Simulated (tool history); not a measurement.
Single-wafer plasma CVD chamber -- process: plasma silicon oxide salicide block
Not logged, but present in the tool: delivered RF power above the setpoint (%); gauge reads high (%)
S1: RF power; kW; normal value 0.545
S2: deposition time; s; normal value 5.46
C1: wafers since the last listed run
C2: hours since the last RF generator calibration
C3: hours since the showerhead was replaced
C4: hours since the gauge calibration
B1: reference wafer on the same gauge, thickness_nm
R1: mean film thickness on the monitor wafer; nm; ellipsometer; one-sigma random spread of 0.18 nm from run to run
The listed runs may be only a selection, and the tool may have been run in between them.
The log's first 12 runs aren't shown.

| run | hour | S1 | S2 | C1 | C2 | C3 | C4 | B1 | R1 |
|---|---|---|---|---|---|---|---|---|---|
| 13 | 841.1 | 0.575 | 5.46 | 658 | 224.2 | 39.1 | 1671.9 | 52.996 | 50.488 |
| 14 | 866.1 | 0.510 | 5.77 | 498 | 249.2 | 64.1 | 1696.9 | 52.976 | 51.626 |
| 15 | 893.5 | 0.510 | 5.77 | 546 | 276.6 | 91.5 | 1724.3 | 53.031 | 51.653 |
| 16 | 951.8 | 0.515 | 4.43 | 1163 | 334.9 | 149.8 | 1782.6 | 52.928 | 39.982 |
| 17 | 990.3 | 0.545 | 5.46 | 768 | 373.4 | 188.3 | 1821.1 | 52.979 | 49.572 |
| 18 | 1111.8 | 0.615 | 5.46 | 2424 | 494.9 | 309.8 | 1942.6 | 52.938 | 51.094 |
| 19 | 1146.9 | 0.500 | 5.96 | 700 | 530.0 | 344.9 | 1977.7 | 52.993 | 53.098 |
|  | 1167.0 | gauge calibrated |
| 20 | 1177.2 | 0.480 | 5.02 | 604 | 560.3 | 375.2 | 10.2 | 52.935 | 44.510 |
| 21 | 1223.1 | 0.545 | 5.46 | 916 | 606.2 | 421.1 | 56.1 | 52.991 | 49.769 |
| 22 | 1288.5 | 0.515 | 5.77 | 1305 | 671.6 | 486.5 | 121.5 | 52.994 | 51.578 |
| 23 | 1352.3 | 0.545 | 5.46 | 1273 | 735.4 | 550.3 | 185.3 | 53.010 | 49.487 |
| 24 | 1392.5 | 0.545 | 4.40 | 802 | 775.6 | 590.5 | 225.5 | 53.029 | 39.931 |
| 25 | 1425.4 | 0.545 | 5.46 | 656 | 808.5 | 623.4 | 258.4 | 53.002 | 49.507 |
| 26 | 1449.5 | 0.500 | 5.46 | 480 | 832.6 | 647.5 | 282.5 | 53.002 | 48.836 |
| 27 | 1502.8 | 0.510 | 6.20 | 1063 | 885.9 | 700.8 | 335.8 | 52.960 | 55.509 |
| 28 | 1527.3 | 0.545 | 4.80 | 488 | 910.4 | 725.3 | 360.3 | 53.030 | 43.336 |
| 29 | 1580.6 | 0.545 | 5.87 | 1063 | 963.7 | 778.6 | 413.6 | 53.025 | 53.182 |
| 30 | 1641.4 | 0.600 | 4.89 | 1213 | 1024.5 | 839.4 | 474.4 | 53.031 | 45.191 |

5 options for the next run, each taken on its own from the tool as it stands now. Forecast them:
| A | 1641.8 | 0.465 | 5.46 | 7 | 1024.9 | 839.8 | 474.8 | ? | ? |
| B | 1641.8 | 0.545 | 6.13 | 7 | 1024.9 | 839.8 | 474.8 | ? | ? |
| C | 1641.8 | 0.645 | 5.15 | 7 | 1024.9 | 839.8 | 474.8 | ? | ? |
| D | 1641.8 | 0.515 | 5.46 | 7 | 1024.9 | 839.8 | 474.8 | ? | ? |
| E | 1641.8 | 0.500 | 6.46 | 7 | 1024.9 | 839.8 | 474.8 | ? | ? |

| run | B1 | R1 |
|---|---|---|
| A | 52.922 | 47.820 |
| B | 52.922 | 55.508 |
| C | 52.922 | 48.394 |
| D | 52.922 | 48.847 |
| E | 52.922 | 57.435 |
Had the tool no hidden state, the same runs would have come out as:
| run | R1 |
|---|---|
| A | 48.460 |
| B | 56.251 |
| C | 49.042 |
| D | 49.502 |
| E | 58.205 |
